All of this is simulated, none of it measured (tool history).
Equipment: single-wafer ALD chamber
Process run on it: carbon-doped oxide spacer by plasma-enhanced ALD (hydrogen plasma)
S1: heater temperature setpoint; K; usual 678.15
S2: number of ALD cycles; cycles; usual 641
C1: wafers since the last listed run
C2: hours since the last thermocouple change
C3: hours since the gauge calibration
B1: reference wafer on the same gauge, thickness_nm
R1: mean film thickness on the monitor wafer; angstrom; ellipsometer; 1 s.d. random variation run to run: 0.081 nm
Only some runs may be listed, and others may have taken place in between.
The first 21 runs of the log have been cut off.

Run 22, day 23.412: usual settings; C1 7; C2 2263.2; C3 1306; B1 36.719. Result: R1 317.31 angstrom.
Run 23, day 24.088: usual settings; C1 5; C2 2279.4; C3 1322.2; B1 36.704. Result: R1 316.49 angstrom.
Run 24, day 25.488: usual settings but S1 673.15 K; C1 12; C2 2313; C3 1355.8; B1 36.684. Result: R1 321.78 angstrom.
Run 25, day 26.633: usual settings; C1 10; C2 2340.5; C3 1383.3; B1 36.674. Result: R1 316.54 angstrom.
Run 26, day 27.483: usual settings but S1 688.15 K, S2 603 cycles; C1 7; C2 2360.9; C3 1403.7; B1 36.71. Result: R1 286.45 angstrom.
At day 30.146: thermocouple changed; heater temperature recalibrated.
Run 27, day 31.958: usual settings but S1 683.15 K, S2 599 cycles; C1 36; C2 43.5; C3 1511.1; B1 36.697. Result: R1 298.35 angstrom.
Run 28, day 33.142: usual settings; C1 10; C2 71.9; C3 1539.5; B1 36.673. Result: R1 321.96 angstrom.
At day 34.396: gauge calibrated.
Run 29, day 34.433: usual settings; C1 11; C2 102.9; C3 0.9; B1 36.686. Result: R1 322.08 angstrom.
Run 30, day 35.792: usual settings but S1 689.15 K, S2 764 cycles; C1 11; C2 135.5; C3 33.5; B1 36.691. Result: R1 369.66 angstrom.
Run 31, day 36.796: usual settings but S1 690.15 K, S2 583 cycles; C1 8; C2 159.6; C3 57.6; B1 36.657. Result: R1 282.03 angstrom.
Run 32, day 37.846: usual settings; C1 9; C2 184.8; C3 82.8; B1 36.729. Result: R1 324.09 angstrom.
Run 33, day 39.229: usual settings but S1 693.15 K, S2 534 cycles; C1 12; C2 218; C3 116; B1 36.731. Result: R1 256.2 angstrom.
Run 34, day 40.458: usual settings; C1 10; C2 247.5; C3 145.5; B1 36.711. Result: R1 321.85 angstrom.
Run 35, day 41.046: usual settings but S1 665.15 K, S2 729 cycles; C1 5; C2 261.6; C3 159.6; B1 36.73. Result: R1 371.05 angstrom.
Run 36, day 44.654: usual settings but S1 689.15 K, S2 674 cycles; C1 31; C2 348.2; C3 246.2; B1 36.719. Result: R1 327.21 angstrom.
Run 37, day 45.562: usual settings but S1 692.15 K, S2 556 cycles; C1 8; C2 370; C3 268; B1 36.698. Result: R1 267.97 angstrom.
Run 38, day 46.942: usual settings but S1 670.15 K, S2 768 cycles; C1 12; C2 403.1; C3 301.1; B1 36.649. Result: R1 391.58 angstrom.
Run 39, day 48.179: usual settings but S1 665.15 K, S2 742 cycles; C1 10; C2 432.8; C3 330.8; B1 36.719. Result: R1 378.91 angstrom.
Run 40, day 48.975: usual settings but S1 691.15 K, S2 702 cycles; C1 7; C2 451.9; C3 349.9; B1 36.703. Result: R1 339.75 angstrom.
Run 41, day 49.525: usual settings but S1 687.15 K, S2 737 cycles; C1 4; C2 465.1; C3 363.1; B1 36.713. Result: R1 360.7 angstrom.
Run 42, day 50.188: usual settings but S1 673.15 K, S2 723 cycles; C1 5; C2 481; C3 379; B1 36.693. Result: R1 367.45 angstrom.
Run 43, day 50.692: usual settings but S1 683.15 K, S2 521 cycles; C1 4; C2 493.1; C3 391.1; B1 36.675. Result: R1 258.23 angstrom.
Run 44, day 51.538: usual settings but S1 666.15 K; C1 7; C2 513.4; C3 411.4; B1 36.713. Result: R1 327.59 angstrom.
Run 45, day 52.342: usual settings but S1 685.15 K, S2 702 cycles; C1 7; C2 532.7; C3 430.7; B1 36.707. Result: R1 346.08 angstrom.

Consider 5 possible next runs. They are alternatives, not a sequence: every one starts from the tool as it was left by run 45. What does each give?
Run A, day 52.4: usual settings but S1 690.15 K; C1 0; C2 534.1; C3 432.1; B1 ?. Result: R1 ?.
Run B, day 52.4: usual settings but S1 682.15 K, S2 692 cycles; C1 0; C2 534.1; C3 432.1; B1 ?. Result: R1 ?.
Run C, day 52.4: usual settings but S1 686.15 K; C1 0; C2 534.1; C3 432.1; B1 ?. Result: R1 ?.
Run D, day 52.4: usual settings but S1 667.15 K, S2 601 cycles; C1 0; C2 534.1; C3 432.1; B1 ?. Result: R1 ?.
Run E, day 52.4: usual settings but S1 692.15 K, S2 522 cycles; C1 0; C2 534.1; C3 432.1; B1 ?. Result: R1 ?.

run      B1      R1
  A  36.686   310.8
  B  36.686  344.34
  C  36.686  314.88
  D  36.686  306.91
  E  36.686  251.44
The same runs, with their run-to-run variation unchanged, on a tool lacking any hidden condition would have given:
run      R1
  A  310.17
  B  343.67
  C  314.26
  D  306.91
  E  250.93
